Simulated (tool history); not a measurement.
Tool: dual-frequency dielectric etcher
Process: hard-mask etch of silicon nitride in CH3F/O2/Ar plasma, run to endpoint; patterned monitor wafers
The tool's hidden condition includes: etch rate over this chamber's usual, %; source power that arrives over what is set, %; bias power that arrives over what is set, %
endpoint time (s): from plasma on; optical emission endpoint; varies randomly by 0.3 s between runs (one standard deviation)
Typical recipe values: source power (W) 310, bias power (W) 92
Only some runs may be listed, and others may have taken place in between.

run    hour  source power (W)  bias power (W)  wafers since the last listed run  hours since the last wet clean  hours since the last source power generator calibration  hours since the last bias power generator calibration  hours since the last upper electrode change  incoming incoming film thickness, nm  endpoint time (s)
  1     0.0               310              92                                 0                            93.1                                                   2511.1                                                 2178.7                                       3030.2                                  50.6               71.3
  2    60.0               310              92                               764                           153.1                                                   2571.1                                                 2238.7                                       3090.2                                  50.4               70.2
  3   111.7               310              92                               658                           204.8                                                   2622.8                                                 2290.4                                       3141.9                                  50.1               69.0
  4   177.9               310              92                               843                           271.0                                                   2689.0                                                 2356.6                                       3208.1                                  50.0               67.8
  5   220.1               310              92                               537                           313.2                                                   2731.2                                                 2398.8                                       3250.3                                  50.2               68.4
      276.4  -- wet clean of the chamber
  6   276.9               310              92                               417                             0.5                                                   2788.0                                                 2455.6                                       3307.1                                  50.3               71.8
  7   341.4               310              92                               821                            65.0                                                   2852.5                                                 2520.1                                       3371.6                                  50.5               71.3
  8   376.3               310              78                               444                            99.9                                                   2887.4                                                 2555.0                                       3406.5                                  49.8               74.1
      452.0  -- upper electrode replaced
  9   452.5               310              78                               665                           176.1                                                   2963.6                                                 2631.2                                          0.5                                  50.2               73.5
 10   518.4               350             110                               839                           242.0                                                   3029.5                                                 2697.1                                         66.4                                  50.3               62.4
 11   585.2               310              92                               851                           308.8                                                   3096.3                                                 2763.9                                        133.2                                  50.3               68.7
 12   619.5               310              92                               437                           343.1                                                   3130.6                                                 2798.2                                        167.5                                  50.6               69.5
      645.5  -- wet clean of the chamber
 13   699.8               290              92                               717                            54.3                                                   3210.9                                                 2878.5                                        247.8                                  50.3               73.1
 14   760.1               310              92                               768                           114.6                                                   3271.2                                                 2938.8                                        308.1                                  50.6               71.1
 15   800.0               340             101                               508                           154.5                                                   3311.1                                                 2978.7                                        348.0                                  49.7               65.0
 16   828.9               330              92                               368                           183.4                                                   3340.0                                                 3007.6                                        376.9                                  49.9               67.6
      843.7  -- source power generator calibrated
      884.6  -- bias power generator calibrated
 17   899.0               310              78                               791                           253.5                                                     55.3                                                   14.4                                        447.0                                  50.3               72.5
 18   941.6               380              79                               542                           296.1                                                     97.9                                                   57.0                                        489.6                                  50.0               65.7
 19  1004.7               310              78                               804                           359.2                                                    161.0                                                  120.1                                        552.7                                  50.0               71.7
 20  1040.4               240              69                               454                           394.9                                                    196.7                                                  155.8                                        588.4                                  50.4               82.0
     1064.6  -- wet clean of the chamber
 21  1245.4               310             108                              2306                           180.8                                                    401.7                                                  360.8                                        793.4                                  50.3               65.9
 22  1296.8               350             113                               654                           232.2                                                    453.1                                                  412.2                                        844.8                                  49.8               61.2

3 ways to go on from here, each from the tool as it stands after run 22. What would each give?
  A  1297.2               280              92                                 5                           232.6                                                    453.5                                                  412.6                                        845.2                                  49.3                  ?
  B  1297.2               240             112                                 5                           232.6                                                    453.5                                                  412.6                                        845.2                                  49.3                  ?
  C  1297.2               350              99                                 5                           232.6                                                    453.5                                                  412.6                                        845.2                                  49.3                  ?

run  endpoint time (s)
  A               71.0
  B               71.6
  C               63.2
Without the tool's hidden state the same runs would have given:
run  endpoint time (s)
  A               73.6
  B               74.1
  C               65.4

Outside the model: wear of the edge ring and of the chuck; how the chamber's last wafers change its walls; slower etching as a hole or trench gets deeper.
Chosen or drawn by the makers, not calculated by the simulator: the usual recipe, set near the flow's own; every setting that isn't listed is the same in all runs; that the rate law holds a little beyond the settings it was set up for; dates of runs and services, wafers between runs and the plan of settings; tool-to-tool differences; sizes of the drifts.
